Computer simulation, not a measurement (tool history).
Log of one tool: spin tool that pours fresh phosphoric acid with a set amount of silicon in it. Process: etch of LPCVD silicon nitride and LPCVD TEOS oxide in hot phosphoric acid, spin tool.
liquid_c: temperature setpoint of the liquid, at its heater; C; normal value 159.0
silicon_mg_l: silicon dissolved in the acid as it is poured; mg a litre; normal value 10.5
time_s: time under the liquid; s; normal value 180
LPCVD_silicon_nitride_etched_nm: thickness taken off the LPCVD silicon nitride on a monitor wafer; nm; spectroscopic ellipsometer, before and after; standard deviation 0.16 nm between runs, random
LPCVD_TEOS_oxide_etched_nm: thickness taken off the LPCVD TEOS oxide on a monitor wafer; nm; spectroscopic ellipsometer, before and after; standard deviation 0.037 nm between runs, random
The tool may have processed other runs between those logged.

run    hour  liquid_c  silicon_mg_l  time_s  read-back film thickness of the LPCVD silicon nitride reference wafer, read on the same gauge (nm)  read-back film thickness of the LPCVD TEOS oxide reference wafer, read on the same gauge (nm)  LPCVD_silicon_nitride_etched_nm  LPCVD_TEOS_oxide_etched_nm
  1     0.0     159.0           6.5     120                                                                                               59.99                                                                                         30.007                            10.22                       0.147
  2    77.7     159.0           6.5     120                                                                                               59.99                                                                                         30.004                            10.33                       0.187
  3   165.6     159.0           6.5     120                                                                                               60.00                                                                                         30.020                            10.29                       0.224
  4   221.3     159.0          10.5     180                                                                                               60.01                                                                                         29.972                            15.23                       0.289
  5   299.8     159.0          16.5     180                                                                                               60.00                                                                                         30.004                            15.23                       0.241
  6   389.4     159.0          16.5     180                                                                                               59.98                                                                                         30.060                            15.05                       0.264
  7   463.8     159.0          16.5     180                                                                                               59.99                                                                                         29.960                            15.26                       0.231
  8   560.8     159.0           3.5     180                                                                                               59.99                                                                                         30.035                            15.11                       0.272
  9   655.3     159.0          19.0     180                                                                                               60.01                                                                                         30.023                            15.06                       0.174
      670.8  -- heated supply line repaired
      691.2  -- gauge calibrated
 10   713.5     159.0          10.5     180                                                                                               59.98                                                                                         30.031                            14.90                       0.322
      746.1  -- dissolved silicon flow meter replaced
 11   765.4     157.5          17.0     110                                                                                               59.98                                                                                         29.958                             8.68                       0.119
 12   806.8     157.5           3.0     290                                                                                               59.98                                                                                         29.983                            22.82                       0.461
      860.2  -- thermometer replaced
 13   866.3     159.0          10.5     180                                                                                               59.98                                                                                         30.005                            15.88                       0.364
 14   926.5     161.0          14.5     210                                                                                               60.02                                                                                         30.017                            19.79                       0.379
 15  1243.8     159.0          15.0     110                                                                                               60.00                                                                                         30.003                             9.58                       0.151
 16  1286.0     159.0          10.5     180                                                                                               59.99                                                                                         29.981                            15.75                       0.374

Branching from run 16: 3 alternative next runs. What would each branch give?
  A  1286.5     159.0          10.5     180                                                                                                   ?                                                                                              ?                                ?                           ?
  B  1286.5     156.5          13.0     105                                                                                                   ?                                                                                              ?                                ?                           ?
  C  1286.5     156.5          10.5     180                                                                                                   ?                                                                                              ?                                ?                           ?

run  read-back film thickness of the LPCVD silicon nitride reference wafer, read on the same gauge (nm)  read-back film thickness of the LPCVD TEOS oxide reference wafer, read on the same gauge (nm)  LPCVD_silicon_nitride_etched_nm  LPCVD_TEOS_oxide_etched_nm
  A                                                                                               59.99                                                                                         30.026                            15.82                       0.320
  B                                                                                               59.99                                                                                         30.026                             8.47                       0.146
  C                                                                                               59.99                                                                                         30.026                            14.53                       0.265
Without the tool's hidden state the same runs would have given:
run  LPCVD_silicon_nitride_etched_nm  LPCVD_TEOS_oxide_etched_nm
  A                            16.24                       0.339
  B                             8.70                       0.155
  C                            14.92                       0.281
